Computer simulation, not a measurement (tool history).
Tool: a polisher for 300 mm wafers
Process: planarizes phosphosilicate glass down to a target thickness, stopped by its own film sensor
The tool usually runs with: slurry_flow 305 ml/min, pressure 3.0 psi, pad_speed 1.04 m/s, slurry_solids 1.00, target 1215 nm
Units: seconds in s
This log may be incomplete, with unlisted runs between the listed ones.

run,hour,slurry_flow,pressure,pad_speed,slurry_solids,target,"incoming thickness of the incoming film, nm",seconds
1,0.0,305,3.0,1.04,1.00,1215,2253.6,125.9
# hour 16.9: conditioning disc replaced and pad reconditioned
2,28.9,305,3.0,1.04,1.00,1215,2283.0,127.5
# hour 63.0: slurry blender recalibrated
3,63.5,305,3.0,1.04,1.00,1215,2246.6,114.4
4,91.3,305,3.0,1.04,1.00,1215,2248.9,118.6
5,163.6,305,3.0,1.04,1.00,1215,2247.4,122.7
6,178.4,305,3.0,1.04,1.00,1215,2236.6,125.4
# hour 188.0: worn pad replaced by a new one
7,191.2,305,3.0,1.04,1.00,1215,2232.8,121.5
8,209.8,305,3.0,1.04,1.00,1215,2254.5,123.7
9,245.4,305,3.0,1.04,1.00,1215,2276.3,125.7
10,260.9,305,3.0,1.04,1.00,1215,2286.6,135.2
# hour 289.7: slurry blender recalibrated
11,290.2,305,3.0,1.04,1.10,1453,2261.5,84.9
12,300.0,215,2.4,1.04,1.00,1215,2234.2,137.7
13,322.6,305,3.0,1.04,1.00,1215,2282.8,121.1
# hour 326.8: head pressure recalibrated
14,339.8,305,3.7,1.04,1.00,1486,2231.6,73.9
15,372.8,305,3.0,1.04,1.00,1215,2227.1,119.4
# hour 374.6: slurry nozzle cleaned
16,402.7,260,3.0,0.76,1.10,937,2229.9,201.2
# hour 414.5: worn pad replaced by a new one
# hour 421.7: conditioning disc replaced and pad reconditioned
17,423.4,390,3.0,1.04,1.15,1215,2247.2,110.8
18,446.2,305,3.0,1.04,1.00,1399,2237.9,100.8
19,540.6,230,3.0,0.72,1.00,1215,2258.7,191.8
# hour 554.5: slurry blender recalibrated
20,574.3,305,3.0,1.04,1.00,1215,2224.3,115.0
# hour 603.9: worn pad replaced by a new one
21,653.1,370,3.7,0.84,1.00,1537,2243.5,86.5
22,672.2,370,3.0,1.04,0.80,1479,2235.2,98.1
23,684.3,260,3.0,0.76,1.10,937,2237.0,204.9
24,710.2,305,3.0,1.04,1.00,1215,2249.6,124.0
25,789.9,305,2.5,1.04,0.85,1215,2261.2,151.4
# hour 803.7: slurry nozzle cleaned
26,823.5,305,3.0,1.04,1.00,1215,2247.6,125.8

Alternative continuations, all from the tool just after run 26; predict every row:
A,824.0,305,3.0,0.86,1.00,1215,2274.3,?
B,824.0,260,3.0,1.14,1.00,1092,2274.3,?
C,824.0,305,3.4,1.26,1.30,1413,2274.3,?

run,seconds
A,152.5
B,131.0
C,69.0
The same runs, with their run-to-run variation unchanged, on a tool lacking any hidden condition would have given:
run,seconds
A,140.7
B,120.8
C,64.3

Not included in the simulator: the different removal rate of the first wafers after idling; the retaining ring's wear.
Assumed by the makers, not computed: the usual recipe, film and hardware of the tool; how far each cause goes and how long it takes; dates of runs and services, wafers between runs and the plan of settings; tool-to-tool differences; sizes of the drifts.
